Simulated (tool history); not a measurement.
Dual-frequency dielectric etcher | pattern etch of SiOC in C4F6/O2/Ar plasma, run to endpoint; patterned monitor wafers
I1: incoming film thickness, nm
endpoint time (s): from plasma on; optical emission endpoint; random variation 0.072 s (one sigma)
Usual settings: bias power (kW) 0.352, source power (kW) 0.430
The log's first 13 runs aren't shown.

run 14 day=13.912 | bias_power_(kW)=0.352 source_power_(kW)=0.430 | I1=28.33 | endpoint_time_(s)=10.1
-- day=15.300 source power generator calibrated
run 15 day=15.321 | bias_power_(kW)=0.352 source_power_(kW)=0.430 | I1=28.48 | endpoint_time_(s)=10.2
run 16 day=16.042 | bias_power_(kW)=0.330 source_power_(kW)=0.400 | I1=28.71 | endpoint_time_(s)=10.7
run 17 day=16.696 | bias_power_(kW)=0.284 source_power_(kW)=0.480 | I1=28.58 | endpoint_time_(s)=10.7
run 18 day=18.454 | bias_power_(kW)=0.352 source_power_(kW)=0.430 | I1=28.92 | endpoint_time_(s)=10.6
run 19 day=19.167 | bias_power_(kW)=0.352 source_power_(kW)=0.390 | I1=28.84 | endpoint_time_(s)=10.8
run 20 day=20.379 | bias_power_(kW)=0.328 source_power_(kW)=0.430 | I1=28.81 | endpoint_time_(s)=10.7
run 21 day=21.442 | bias_power_(kW)=0.323 source_power_(kW)=0.430 | I1=28.62 | endpoint_time_(s)=10.9
run 22 day=21.950 | bias_power_(kW)=0.424 source_power_(kW)=0.470 | I1=28.63 | endpoint_time_(s)=9.4
-- day=23.154 wet clean of the chamber
-- day=23.321 bias power generator calibrated
run 23 day=23.342 | bias_power_(kW)=0.352 source_power_(kW)=0.430 | I1=28.46 | endpoint_time_(s)=9.8
run 24 day=23.596 | bias_power_(kW)=0.352 source_power_(kW)=0.430 | I1=28.49 | endpoint_time_(s)=9.6
run 25 day=24.171 | bias_power_(kW)=0.389 source_power_(kW)=0.380 | I1=28.58 | endpoint_time_(s)=9.8

Forecast run 26:
run 26 day=24.700 | bias_power_(kW)=0.411 source_power_(kW)=0.510 | I1=28.77 | endpoint_time_(s)=?

Run 26 gave endpoint time (s) 8.9.
Without the tool's hidden state the same run would have given endpoint time (s) 8.9.

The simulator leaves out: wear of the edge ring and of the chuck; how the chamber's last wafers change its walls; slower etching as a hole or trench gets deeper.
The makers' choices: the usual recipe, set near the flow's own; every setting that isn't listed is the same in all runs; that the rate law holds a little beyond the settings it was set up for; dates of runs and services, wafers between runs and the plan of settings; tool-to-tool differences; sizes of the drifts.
